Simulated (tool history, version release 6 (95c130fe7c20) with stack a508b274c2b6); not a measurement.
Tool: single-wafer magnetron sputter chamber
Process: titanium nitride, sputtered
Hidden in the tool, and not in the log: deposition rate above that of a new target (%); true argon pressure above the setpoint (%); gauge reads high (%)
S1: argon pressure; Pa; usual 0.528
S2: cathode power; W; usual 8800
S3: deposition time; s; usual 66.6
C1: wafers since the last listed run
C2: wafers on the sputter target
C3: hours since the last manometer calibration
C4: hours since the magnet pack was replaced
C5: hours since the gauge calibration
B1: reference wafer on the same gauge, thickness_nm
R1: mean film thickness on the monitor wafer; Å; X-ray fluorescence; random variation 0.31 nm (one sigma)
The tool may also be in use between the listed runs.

run	hour	S1	S2	S3	C1	C2	C3	C4	C5	B1	R1
1	0	0.528	8200	61.1	0	4271	1662.2	4883	167.9	100.872	849.23
2	27.7	0.528	8200	61.1	624	4895	1689.9	4910.7	195.6	101.101	854.51
# hour 52.5: sputter target and shields replaced
3	53	0.528	8800	61.9	389	12	1715.2	4936	220.9	101.056	952.6
4	75.8	0.528	8800	57.5	513	525	1738	4958.8	243.7	100.889	878.58
5	179.8	0.528	8800	57.5	2344	2870	1842	5062.8	347.7	101.135	863.23
6	214.8	0.528	8800	57.5	788	3659	1877	5097.8	382.7	100.855	863.51
7	257.2	0.695	8800	66.6	955	4614	1919.4	5140.2	425.1	101.022	956.28
8	292.1	0.695	8800	66.6	786	5401	1954.3	5175.1	460	100.991	955.95
# hour 316.5: sputter target and shields replaced
# hour 324.8: magnet pack replaced
# hour 328.2: gauge calibrated
# hour 332.7: capacitance manometer re-zeroed and calibrated
9	333.2	0.695	8800	66.6	388	19	0.5	8.4	5	101.094	970.16
10	339.8	0.528	8800	66.6	148	168	7.1	15	11.6	101.054	1015.01
11	366.5	0.528	8800	66.6	601	770	33.8	41.7	38.3	101.09	1016.43
12	378.6	0.528	8800	66.6	272	1042	45.9	53.8	50.4	100.911	1017.37
13	399.7	0.528	8800	74.1	475	1518	67	74.9	71.5	100.943	1117.08
14	434.1	0.528	8800	77	775	2293	101.4	109.3	105.9	101.01	1163.11
15	448.2	0.528	10550	71.9	317	2611	115.5	123.4	120	100.831	1300.04
16	478.9	0.528	8800	66.6	691	3303	146.2	154.1	150.7	101.043	1006.6
17	510.8	0.528	8800	66.6	719	4022	178.1	186	182.6	101.038	992.48
18	530.8	0.528	7650	58.7	450	4473	198.1	206	202.6	100.933	764.59
# hour 557.3: sputter target and shields replaced
19	590.5	0.69	8800	66.6	1165	748	257.8	265.7	262.3	101.118	968.77
20	615.7	0.722	10200	55.6	568	1316	283	290.9	287.5	101.086	926.9
21	637.4	0.528	8800	62.5	489	1805	304.7	312.6	309.2	100.933	941.61
22	669.9	0.528	7650	58.7	732	2538	337.2	345.1	341.7	100.889	770.02
23	686.8	0.343	10200	70.8	380	2919	354.1	362	358.6	100.853	1309.9
24	720.4	0.426	8800	74.3	757	3676	387.7	395.6	392.2	101.014	1149.58
25	753.8	0.318	7100	61.5	752	4429	421.1	429	425.6	101.072	793.35
26	771.2	0.683	6650	53.4	392	4821	438.5	446.4	443	100.837	576.07
27	791.5	0.528	7250	57	457	5279	458.8	466.7	463.3	101.024	701.96
# hour 817.3: sputter target and shields replaced
28	817.8	0.528	7350	74.5	412	12	485.1	493	489.6	100.959	954.38
29	827.8	0.528	8800	79.8	225	237	495.1	503	499.6	100.979	1220.64

How the hidden state differs across the entries between the runs, from the last listed run before each to the first after it:
Between runs 2 and 3: sputter target and shields replaced (hour 52.5)
  deposition rate above that of a new target (%): -2.66 -> -0.0343
  measured less the result without the state, R1: -23.37 -> -0.33 Å
Between runs 8 and 9: sputter target and shields replaced (hour 316.5); magnet pack replaced (hour 324.8); gauge calibrated (hour 328.2); capacitance manometer re-zeroed and calibrated (hour 332.7)
  deposition rate above that of a new target (%): -2.62 -> -0.547
  measured less the result without the state, R1: -25.7 -> -5.33 Å
Between runs 18 and 19: sputter target and shields replaced (hour 557.3)
  deposition rate above that of a new target (%): -2.6 -> -1.04
  measured less the result without the state, R1: -20.37 -> -10.2 Å
Between runs 27 and 28: sputter target and shields replaced (hour 817.3)
  deposition rate above that of a new target (%): -2.73 -> -0.384
  measured less the result without the state, R1: -19.73 -> -3.68 Å

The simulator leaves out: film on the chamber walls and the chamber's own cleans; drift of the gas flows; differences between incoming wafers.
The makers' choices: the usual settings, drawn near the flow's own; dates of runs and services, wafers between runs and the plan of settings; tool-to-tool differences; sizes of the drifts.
